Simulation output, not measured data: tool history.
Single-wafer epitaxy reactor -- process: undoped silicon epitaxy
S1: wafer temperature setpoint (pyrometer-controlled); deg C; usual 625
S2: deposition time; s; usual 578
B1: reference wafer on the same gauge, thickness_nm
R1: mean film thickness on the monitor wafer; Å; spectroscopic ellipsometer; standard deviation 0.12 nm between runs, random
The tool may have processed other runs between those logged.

run     day   S1   S2      B1      R1
  1       0  625  578  51.175  432.52
  2     0.7  625  578  51.227   428.5
  3    1.45  625  578  51.147   428.5
  4   1.871  625  578   51.21  425.45
  5   2.467  625  578  51.132  425.39
  6   2.783  625  619  51.228  455.22
  7   3.354  625  619  51.169  455.87
  8   3.733  625  619  51.155  453.91
  9   5.033  625  578  51.177  423.41
 10   5.462  625  578  51.158  423.04
      5.829  -- gauge calibrated
      6.117  -- pyrometer calibrated
 11   6.138  625  578  51.158   497.4
 12   6.675  625  578  51.192  499.04
 13   7.058  625  578  51.163  500.25
 14     7.6  611  466  51.175  296.02
 15   9.046  625  500  51.186   432.9
 16   9.721  637  624  51.219  698.15
 17   9.988  615  578  51.191  401.22
 18  10.275  625  578  51.206  497.21
 19  10.867  625  647  51.136  558.31
 20  11.158  617  684  51.175  492.75
 21  11.888  636  615  51.166  675.03
 22  12.588  619  677  51.218  511.63

State the hidden condition of the tool at each of the runs:
gauge reads high (%): 0 across all the runs
H1: wafer temperature above the value expected at the setpoint (K)
run     H1
  1  -6.25
  2  -6.35
  3  -6.46
  4  -6.52
  5  -6.61
  6  -6.66
  7  -6.74
  8   -6.8
  9     -7
 10  -7.06
 11  0.587
 12  0.587
 13  0.586
 14  0.585
 15   0.58
 16  0.576
 17  0.575
 18  0.573
 19  0.569
 20  0.566
 21   0.56
 22  0.553
